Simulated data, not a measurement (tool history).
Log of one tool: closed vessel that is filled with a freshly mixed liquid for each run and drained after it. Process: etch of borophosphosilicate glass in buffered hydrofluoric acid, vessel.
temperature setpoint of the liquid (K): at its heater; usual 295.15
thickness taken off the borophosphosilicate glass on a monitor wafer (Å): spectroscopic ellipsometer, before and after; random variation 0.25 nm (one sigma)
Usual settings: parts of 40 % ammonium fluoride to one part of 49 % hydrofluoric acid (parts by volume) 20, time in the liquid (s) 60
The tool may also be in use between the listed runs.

| run | day | temperature setpoint of the liquid (K) | parts of 40 % ammonium fluoride to one part of 49 % hydrofluoric acid (parts by volume) | time in the liquid (s) | wafers since the last listed run | hours since the thermometer was replaced | hours since the hydrofluoric acid flow meter was replaced | hours since the gauge calibration | read-back film thickness of the borophosphosilicate glass reference wafer, read on the same gauge (nm) | thickness taken off the borophosphosilicate glass on a monitor wafer (Å) |
|---|---|---|---|---|---|---|---|---|---|---|
| 1 | 0 | 295.15 | 20 | 45 | 0 | 507.9 | 1107.7 | 218 | 130.03 | 241.3 |
| 2 | 2.608 | 295.15 | 20 | 60 | 5326 | 570.5 | 1170.3 | 280.6 | 130.01 | 317.9 |
| 3 | 3.629 | 295.15 | 20 | 60 | 2084 | 595 | 1194.8 | 305.1 | 130 | 323.9 |
| 4 | 5.175 | 295.15 | 20 | 75 | 3156 | 632.1 | 1231.9 | 342.2 | 129.98 | 400.5 |
| 5 | 6.721 | 295.15 | 20 | 75 | 3156 | 669.2 | 1269 | 379.3 | 130.02 | 402.1 |
| 6 | 8.867 | 295.15 | 20 | 75 | 4382 | 720.7 | 1320.5 | 430.8 | 129.98 | 396.9 |
| 7 | 10.658 | 297.15 | 20 | 35 | 3658 | 763.7 | 1363.5 | 473.8 | 129.99 | 210.4 |
| 8 | 11.812 | 297.15 | 20 | 35 | 2356 | 791.4 | 1391.2 | 501.5 | 129.94 | 205.9 |
| 9 | 12.933 | 297.15 | 20 | 35 | 2288 | 818.3 | 1418.1 | 528.4 | 130.01 | 206.7 |
| 10 | 14.362 | 297.65 | 15 | 60 | 2918 | 852.6 | 1452.4 | 562.7 | 129.99 | 473.1 |
| 11 | 15.688 | 295.15 | 20 | 60 | 2705 | 884.4 | 1484.2 | 594.5 | 130 | 318.9 |
| 12 | 16.712 | 295.15 | 20 | 60 | 2093 | 909 | 1508.8 | 619.1 | 129.99 | 313.8 |
| 13 | 18.608 | 295.15 | 20 | 60 | 3871 | 954.5 | 1554.3 | 664.6 | 130.01 | 316.8 |
| 14 | 20.583 | 297.15 | 20 | 35 | 4033 | 1001.9 | 1601.7 | 712 | 130.01 | 202.2 |
| 15 | 21.958 | 295.15 | 20 | 60 | 2807 | 1034.9 | 1634.7 | 745 | 130.01 | 317.9 |
| 16 | 24.229 | 295.15 | 20 | 60 | 4637 | 1089.4 | 1689.2 | 799.5 | 130.04 | 311.6 |
| 17 | 26.458 | 295.15 | 20 | 60 | 4552 | 1142.9 | 1742.7 | 853 | 130.05 | 316.1 |
| 18 | 28.754 | 295.15 | 14 | 60 | 4688 | 1198 | 1797.8 | 908.1 | 129.99 | 431.8 |

Run 19 comes next. What will it give?
| 19 | 30.617 | 291.15 | 18 | 30 | 3803 | 1242.7 | 1842.5 | 952.8 | ? | ? |

{"run 19": {"read-back film thickness of the borophosphosilicate glass reference wafer, read on the same gauge (nm)": 129.99, "thickness taken off the borophosphosilicate glass on a monitor wafer (Å)": 134}}
Without the tool's hidden state the same run would have given thickness taken off the borophosphosilicate glass on a monitor wafer (Å) 149.6.

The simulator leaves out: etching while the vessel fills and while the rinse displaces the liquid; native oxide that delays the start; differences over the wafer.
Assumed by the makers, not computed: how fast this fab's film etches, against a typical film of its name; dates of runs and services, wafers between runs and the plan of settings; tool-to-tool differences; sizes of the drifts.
